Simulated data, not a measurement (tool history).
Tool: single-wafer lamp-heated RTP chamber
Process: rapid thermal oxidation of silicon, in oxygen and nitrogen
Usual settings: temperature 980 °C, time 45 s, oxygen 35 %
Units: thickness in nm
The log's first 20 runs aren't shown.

run    hour  temperature  time  oxygen  wafers since the last listed run  wafers since the last pyrometer calibration  hours since the oxygen flow controller was replaced  hours since the gauge calibration  read-back reference wafer on the same gauge, thickness  thickness
 21   630.3          980    33      17                               246                                         2673                                               2948.1                              178.1                                                   3.370      2.364
 22   658.3          980    45      35                               291                                         2965                                               2976.1                              206.1                                                   3.370      2.975
 23   680.1          980    61      17                               226                                         3192                                               2997.9                              227.9                                                   3.370      2.766
 24   698.4          980    45      35                               190                                         3382                                               3016.2                              246.2                                                   3.371      2.978
      708.3  -- oxygen flow controller replaced
 25   721.7          980    66      35                               159                                         3541                                                 13.4                              269.5                                                   3.372      3.481
 26   736.2          972    36      51                               150                                         3692                                                 27.9                              284.0                                                   3.371      2.965
 27   758.0          960    45      47                               226                                         3919                                                 49.7                              305.8                                                   3.369      2.919
      786.0  -- pyrometer window cleaned and pyrometer calibrated
 28   786.5          997    30      35                               213                                            4                                                 78.2                              334.3                                                   3.371      2.885
 29   802.3          960    39      35                               164                                          169                                                 94.0                              350.1                                                   3.368      2.613
 30   827.7          980    45      49                               264                                          433                                                119.4                              375.5                                                   3.370      3.301
 31   852.4          958    45      50                               257                                          690                                                144.1                              400.2                                                   3.369      2.908
 32   871.7          980    45      57                               200                                          891                                                163.4                              419.5                                                   3.369      3.441
 33   906.8          967    28      17                               365                                         1256                                                198.5                              454.6                                                   3.370      2.221
 34   936.7          996    59      35                               311                                         1567                                                228.4                              484.5                                                   3.372      3.667
 35   969.0          998    45      35                               336                                         1904                                                260.7                              516.8                                                   3.371      3.350
 36   987.9          980    45      17                               196                                         2100                                                279.6                              535.7                                                   3.370      2.576
 37  1006.7          980    45      35                               195                                         2296                                                298.4                              554.5                                                   3.370      3.016
 38  1039.1          961    67      17                               337                                         2633                                                330.8                              586.9                                                   3.370      2.659
 39  1053.7          988    38      35                               151                                         2785                                                345.4                              601.5                                                   3.369      2.975

3 ways to go on from here, each from the tool as it stands after run 39. What would each give?
  A  1054.1          980    45      35                                 4                                         2789                                                345.8                              601.9                                                       ?          ?
  B  1054.1          961    38      63                                 4                                         2789                                                345.8                              601.9                                                       ?          ?
  C  1054.1          961    36      17                                 4                                         2789                                                345.8                              601.9                                                       ?          ?

run  read-back reference wafer on the same gauge, thickness  thickness
  A                                                   3.371      3.020
  B                                                   3.371      2.971
  C                                                   3.371      2.296
Without the tool's hidden state the same runs would have given:
run  thickness
  A      3.009
  B      2.960
  C      2.291
